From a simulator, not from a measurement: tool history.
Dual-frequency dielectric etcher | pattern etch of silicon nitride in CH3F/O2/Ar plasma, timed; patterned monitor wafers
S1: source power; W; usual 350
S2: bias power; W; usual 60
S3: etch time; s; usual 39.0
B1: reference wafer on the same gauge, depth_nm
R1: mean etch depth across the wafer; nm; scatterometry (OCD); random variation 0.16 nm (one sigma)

{"run": 1, "hour": 0.0, "S1": 350, "S2": 60, "S3": 39.0, "B1": 21.48, "R1": 23.2}
{"run": 2, "hour": 64.0, "S1": 350, "S2": 60, "S3": 39.0, "B1": 21.55, "R1": 23.16}
{"run": 3, "hour": 125.8, "S1": 350, "S2": 60, "S3": 34.0, "B1": 21.56, "R1": 19.8}
{"hour": 165.5, "done": "wet clean of the chamber"}
{"run": 4, "hour": 222.3, "S1": 350, "S2": 60, "S3": 39.0, "B1": 21.46, "R1": 23.8}
{"run": 5, "hour": 319.2, "S1": 350, "S2": 60, "S3": 39.0, "B1": 21.52, "R1": 23.75}
{"run": 6, "hour": 395.1, "S1": 350, "S2": 60, "S3": 39.0, "B1": 21.44, "R1": 23.32}
{"run": 7, "hour": 446.3, "S1": 350, "S2": 60, "S3": 39.0, "B1": 21.48, "R1": 23.13}
{"hour": 511.4, "done": "upper electrode replaced"}
{"run": 8, "hour": 511.9, "S1": 350, "S2": 60, "S3": 39.0, "B1": 21.47, "R1": 23.66}
{"run": 9, "hour": 565.1, "S1": 350, "S2": 60, "S3": 39.0, "B1": 21.51, "R1": 23.27}
{"hour": 629.8, "done": "wet clean of the chamber"}
{"run": 10, "hour": 631.7, "S1": 350, "S2": 73, "S3": 35.0, "B1": 21.49, "R1": 21.76}
{"hour": 677.5, "done": "bias power generator calibrated"}
{"run": 11, "hour": 681.3, "S1": 350, "S2": 46, "S3": 28.5, "B1": 21.48, "R1": 14.76}

Forecast run 12:
{"run": 12, "hour": 731.1, "S1": 350, "S2": 72, "S3": 44.5, "B1": "?", "R1": "?"}

{"run 12": {"B1": 21.47, "R1": 27.47}}
Without the tool's hidden state the same run would have given R1 29.13 nm.

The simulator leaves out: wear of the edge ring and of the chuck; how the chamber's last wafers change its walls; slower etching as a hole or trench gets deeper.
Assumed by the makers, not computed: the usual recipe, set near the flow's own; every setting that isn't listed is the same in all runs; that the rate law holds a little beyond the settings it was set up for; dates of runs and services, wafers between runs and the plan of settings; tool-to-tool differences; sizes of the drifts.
